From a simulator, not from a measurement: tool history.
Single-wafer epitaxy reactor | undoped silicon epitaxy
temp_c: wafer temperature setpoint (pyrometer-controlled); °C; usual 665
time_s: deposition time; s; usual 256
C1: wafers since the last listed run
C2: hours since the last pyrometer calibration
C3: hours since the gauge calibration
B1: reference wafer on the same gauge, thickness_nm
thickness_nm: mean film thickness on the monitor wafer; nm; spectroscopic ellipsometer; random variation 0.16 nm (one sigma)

Run 1, hour 0: usual settings; C1 0; C2 1047.7; C3 201.9; B1 67.007. Result: thickness_nm 60.756 nm.
Run 2, hour 14: usual settings; C1 55; C2 1061.7; C3 215.9; B1 67.106. Result: thickness_nm 60.759 nm.
Run 3, hour 39.3: usual settings; C1 100; C2 1087; C3 241.2; B1 67.079. Result: thickness_nm 60.981 nm.
Run 4, hour 54.6: usual settings; C1 60; C2 1102.3; C3 256.5; B1 67.081. Result: thickness_nm 60.91 nm.
Run 5, hour 78.6: usual settings; C1 94; C2 1126.3; C3 280.5; B1 67.086. Result: thickness_nm 60.623 nm.
Run 6, hour 107.1: usual settings; C1 112; C2 1154.8; C3 309; B1 67.054. Result: thickness_nm 60.811 nm.
Run 7, hour 119.7: usual settings; C1 49; C2 1167.4; C3 321.6; B1 67.152. Result: thickness_nm 60.806 nm.
Run 8, hour 150.1: usual settings but time_s 291 s; C1 120; C2 1197.8; C3 352; B1 67.054. Result: thickness_nm 69.093 nm.
Run 9, hour 165.5: usual settings but time_s 291 s; C1 60; C2 1213.2; C3 367.4; B1 67.122. Result: thickness_nm 68.845 nm.
Run 10, hour 178: usual settings but time_s 291 s; C1 49; C2 1225.7; C3 379.9; B1 67.114. Result: thickness_nm 69.066 nm.
Run 11, hour 212.2: usual settings but temp_c 680 °C, time_s 293 s; C1 135; C2 1259.9; C3 414.1; B1 67.089. Result: thickness_nm 91.682 nm.
At hour 228.9: gauge calibrated.
Run 12, hour 243: usual settings but temp_c 660 °C, time_s 284 s; C1 121; C2 1290.7; C3 14.1; B1 67.081. Result: thickness_nm 61.462 nm.
Run 13, hour 272.9: usual settings; C1 118; C2 1320.6; C3 44; B1 67.208. Result: thickness_nm 60.915 nm.
Run 14, hour 299.6: usual settings; C1 105; C2 1347.3; C3 70.7; B1 67.129. Result: thickness_nm 60.689 nm.
At hour 309.2: pyrometer calibrated.
Run 15, hour 316.9: usual settings but temp_c 651 °C, time_s 305 s; C1 36; C2 7.7; C3 88; B1 67.118. Result: thickness_nm 53.241 nm.
Run 16, hour 346.2: usual settings but temp_c 659 °C, time_s 275 s; C1 115; C2 37; C3 117.3; B1 67.055. Result: thickness_nm 55.954 nm.
Run 17, hour 375.2: usual settings but temp_c 680 °C, time_s 289 s; C1 114; C2 66; C3 146.3; B1 67.061. Result: thickness_nm 86.399 nm.
Run 18, hour 393.4: usual settings but temp_c 672 °C, time_s 215 s; C1 72; C2 84.2; C3 164.5; B1 67.088. Result: thickness_nm 55.853 nm.
Run 19, hour 412.4: usual settings; C1 75; C2 103.2; C3 183.5; B1 67.03. Result: thickness_nm 58.889 nm.
Run 20, hour 441.9: usual settings but time_s 230 s; C1 116; C2 132.7; C3 213; B1 67.097. Result: thickness_nm 52.719 nm.
Run 21, hour 472.3: usual settings but temp_c 651 °C, time_s 305 s; C1 120; C2 163.1; C3 243.4; B1 67.027. Result: thickness_nm 54.103 nm.

4 ways to go on from here, each from the tool as it stands after run 21. What would each give?
Run A, hour 472.8: usual settings but temp_c 678 °C; C1 1; C2 163.6; C3 243.9; B1 ?. Result: thickness_nm ?.
Run B, hour 472.8: usual settings but temp_c 678 °C, time_s 292 s; C1 1; C2 163.6; C3 243.9; B1 ?. Result: thickness_nm ?.
Run C, hour 472.8: usual settings but temp_c 661 °C, time_s 300 s; C1 1; C2 163.6; C3 243.9; B1 ?. Result: thickness_nm ?.
Run D, hour 472.8: usual settings but temp_c 660 °C; C1 1; C2 163.6; C3 243.9; B1 ?. Result: thickness_nm ?.

run      B1  thickness_nm
  A  67.107        75.084
  B  67.107        85.643
  C  67.107        64.402
  D  67.107         53.94
Without the tool's hidden state the same runs would have given:
run  thickness_nm
  A        72.985
  B        83.249
  C        62.545
  D        52.382

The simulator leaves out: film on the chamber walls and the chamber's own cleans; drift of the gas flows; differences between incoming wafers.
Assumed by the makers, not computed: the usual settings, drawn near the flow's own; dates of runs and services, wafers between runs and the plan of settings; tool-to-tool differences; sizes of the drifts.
